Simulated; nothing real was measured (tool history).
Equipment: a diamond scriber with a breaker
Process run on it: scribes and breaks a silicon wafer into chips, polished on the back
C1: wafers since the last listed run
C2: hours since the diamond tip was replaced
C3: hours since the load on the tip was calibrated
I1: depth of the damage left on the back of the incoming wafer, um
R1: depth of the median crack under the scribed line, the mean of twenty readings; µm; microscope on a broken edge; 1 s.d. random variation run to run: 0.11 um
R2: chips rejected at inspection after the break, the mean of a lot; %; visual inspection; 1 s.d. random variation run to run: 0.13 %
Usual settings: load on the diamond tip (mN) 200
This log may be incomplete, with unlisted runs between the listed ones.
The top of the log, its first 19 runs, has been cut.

Run 20, day 11.958: usual settings; C1 32; C2 915.7; C3 763.2; I1 0.03. Result: R1 9.62 µm, R2 3.20 %.
Run 21, day 12.375: usual settings but load on the diamond tip (mN) 149; C1 27; C2 925.7; C3 773.2; I1 0.04. Result: R1 8.80 µm, R2 8.19 %.
Run 22, day 12.767: usual settings; C1 25; C2 935.1; C3 782.6; I1 0.01. Result: R1 9.64 µm, R2 3.31 %.
Run 23, day 13.608: usual settings; C1 54; C2 955.3; C3 802.8; I1 0.01. Result: R1 9.47 µm, R2 3.30 %.
Run 24, day 14.133: usual settings but load on the diamond tip (mN) 225; C1 34; C2 967.9; C3 815.4; I1 0.01. Result: R1 10.12 µm, R2 2.39 %.
Run 25, day 14.488: usual settings; C1 23; C2 976.4; C3 823.9; I1 0.03. Result: R1 9.68 µm, R2 3.66 %.
At day 14.788: load on the tip recalibrated.
Run 26, day 15.221: usual settings but load on the diamond tip (mN) 159; C1 42; C2 994.0; C3 10.4; I1 0.04. Result: R1 8.99 µm, R2 7.05 %.
Run 27, day 15.642: usual settings but load on the diamond tip (mN) 239; C1 27; C2 1004.1; C3 20.5; I1 0.04. Result: R1 10.08 µm, R2 1.92 %.
Run 28, day 16.021: usual settings but load on the diamond tip (mN) 172; C1 24; C2 1013.2; C3 29.6; I1 0.03. Result: R1 9.17 µm, R2 6.50 %.
At day 16.296: diamond tip replaced by a new one, of another model than before.
Run 29, day 16.321: usual settings but load on the diamond tip (mN) 241; C1 14; C2 0.6; C3 36.8; I1 0.02. Result: R1 11.02 µm, R2 2.52 %.
Run 30, day 16.608: usual settings but load on the diamond tip (mN) 156; C1 18; C2 7.5; C3 43.7; I1 0.04. Result: R1 9.77 µm, R2 3.09 %.
Run 31, day 17.171: usual settings; C1 36; C2 21.0; C3 57.2; I1 0.03. Result: R1 10.27 µm, R2 1.98 %.
Run 32, day 17.488: usual settings but load on the diamond tip (mN) 220; C1 20; C2 28.6; C3 64.8; I1 0.03. Result: R1 10.76 µm, R2 1.90 %.
Run 33, day 17.971: usual settings but load on the diamond tip (mN) 218; C1 31; C2 40.2; C3 76.4; I1 0.04. Result: R1 10.55 µm, R2 2.10 %.
Run 34, day 18.221: usual settings but load on the diamond tip (mN) 217; C1 16; C2 46.2; C3 82.4; I1 0.02. Result: R1 10.42 µm, R2 1.97 %.
Run 35, day 18.867: usual settings but load on the diamond tip (mN) 235; C1 42; C2 61.7; C3 97.9; I1 0.03. Result: R1 10.85 µm, R2 2.18 %.
Run 36, day 19.383: usual settings but load on the diamond tip (mN) 234; C1 33; C2 74.1; C3 110.3; I1 0.03. Result: R1 10.72 µm, R2 2.55 %.
Run 37, day 19.862: usual settings but load on the diamond tip (mN) 172; C1 31; C2 85.6; C3 121.8; I1 0.02. Result: R1 9.88 µm, R2 2.60 %.
Run 38, day 20.329: usual settings but load on the diamond tip (mN) 167; C1 30; C2 96.8; C3 133.0; I1 0.05. Result: R1 9.73 µm, R2 2.91 %.
Run 39, day 20.908: usual settings; C1 37; C2 110.7; C3 146.9; I1 0.05. Result: R1 10.16 µm, R2 1.96 %.
Run 40, day 21.525: usual settings but load on the diamond tip (mN) 221; C1 40; C2 125.5; C3 161.7; I1 0.02. Result: R1 10.58 µm, R2 2.08 %.
Run 41, day 22.146: usual settings but load on the diamond tip (mN) 181; C1 40; C2 140.4; C3 176.6; I1 0.02. Result: R1 10.22 µm, R2 2.70 %.
Run 42, day 22.867: usual settings; C1 46; C2 157.7; C3 193.9; I1 0.01. Result: R1 10.30 µm, R2 2.06 %.
Run 43, day 23.517: usual settings; C1 42; C2 173.3; C3 209.5; I1 0.04. Result: R1 10.47 µm, R2 1.98 %.

Branching from run 43: 3 alternative next runs. What would each branch give?
Run A, day 23.538: usual settings but load on the diamond tip (mN) 250; C1 1; C2 173.8; C3 210.0; I1 0.03. Result: R1 ?, R2 ?.
Run B, day 23.538: usual settings but load on the diamond tip (mN) 226; C1 1; C2 173.8; C3 210.0; I1 0.03. Result: R1 ?, R2 ?.
Run C, day 23.538: usual settings but load on the diamond tip (mN) 244; C1 1; C2 173.8; C3 210.0; I1 0.03. Result: R1 ?, R2 ?.

run     R1    R2
  A  10.88  2.42
  B  10.56  2.03
  C  10.80  2.28
Take away the tool's hidden state, keep each run's random variation, and the runs would have read:
run     R1    R2
  A  11.11  2.93
  B  10.78  2.25
  C  11.03  2.72
